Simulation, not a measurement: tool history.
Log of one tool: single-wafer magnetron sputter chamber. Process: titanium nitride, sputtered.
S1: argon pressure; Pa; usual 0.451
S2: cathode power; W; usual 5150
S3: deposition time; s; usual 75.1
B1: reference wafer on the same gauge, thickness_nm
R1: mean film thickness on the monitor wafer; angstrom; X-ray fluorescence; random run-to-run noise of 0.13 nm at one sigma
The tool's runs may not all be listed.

run 1 hour=0 | S1=0.451 S2=5150 S3=75.1 | B1=57.68 | R1=684.95
run 2 hour=34 | S1=0.451 S2=5150 S3=75.1 | B1=57.714 | R1=681.18
run 3 hour=58.1 | S1=0.321 S2=5150 S3=75.1 | B1=57.71 | R1=713.84
run 4 hour=87.9 | S1=0.451 S2=5150 S3=75.1 | B1=57.701 | R1=678.47
-- hour=151.7 sputter target and shields replaced
run 5 hour=162.1 | S1=0.451 S2=5150 S3=75.1 | B1=57.722 | R1=683.21
run 6 hour=180.9 | S1=0.451 S2=5150 S3=75.1 | B1=57.707 | R1=682.52
-- hour=210.9 gauge calibrated
run 7 hour=213.8 | S1=0.451 S2=5150 S3=75.1 | B1=57.693 | R1=681.08
run 8 hour=246.2 | S1=0.451 S2=5150 S3=75.1 | B1=57.703 | R1=678
run 9 hour=259.7 | S1=0.53 S2=5150 S3=75.1 | B1=57.693 | R1=657.15
run 10 hour=276.5 | S1=0.451 S2=5150 S3=75.1 | B1=57.67 | R1=677.61
-- hour=293.4 magnet pack replaced
run 11 hour=303.3 | S1=0.567 S2=5150 S3=62 | B1=57.669 | R1=533.17
run 12 hour=320.1 | S1=0.306 S2=6100 S3=75.1 | B1=57.654 | R1=825.71
run 13 hour=343.9 | S1=0.451 S2=5150 S3=75.1 | B1=57.718 | R1=667.38
-- hour=355.9 sputter target and shields replaced
-- hour=359 capacitance manometer re-zeroed and calibrated
run 14 hour=376.1 | S1=0.287 S2=4200 S3=69.4 | B1=57.7 | R1=571.82
run 15 hour=390.7 | S1=0.451 S2=5550 S3=75.1 | B1=57.69 | R1=745.74
run 16 hour=415.5 | S1=0.507 S2=4250 S3=71 | B1=57.704 | R1=546.56
run 17 hour=451.4 | S1=0.57 S2=4150 S3=82.5 | B1=57.723 | R1=610.14
run 18 hour=477 | S1=0.594 S2=5850 S3=82.8 | B1=57.711 | R1=820.26

What if the next run were any one of these 4? Each begins from the tool's condition after run 18:
run A hour=477.4 | S1=0.281 S2=5150 S3=75.1 | B1=? | R1=?
run B hour=477.4 | S1=0.609 S2=5150 S3=75.1 | B1=? | R1=?
run C hour=477.4 | S1=0.589 S2=5150 S3=65.3 | B1=? | R1=?
run D hour=477.4 | S1=0.451 S2=5150 S3=87.9 | B1=? | R1=?

run=A B1=57.736 R1=734.11
run=B B1=57.736 R1=658.66
run=C B1=57.736 R1=576.44
run=D B1=57.736 R1=811.82
Without the tool's hidden state the same runs would have given:
run=A R1=738.9
run=B R1=662.35
run=C R1=579.7
run=D R1=816.72

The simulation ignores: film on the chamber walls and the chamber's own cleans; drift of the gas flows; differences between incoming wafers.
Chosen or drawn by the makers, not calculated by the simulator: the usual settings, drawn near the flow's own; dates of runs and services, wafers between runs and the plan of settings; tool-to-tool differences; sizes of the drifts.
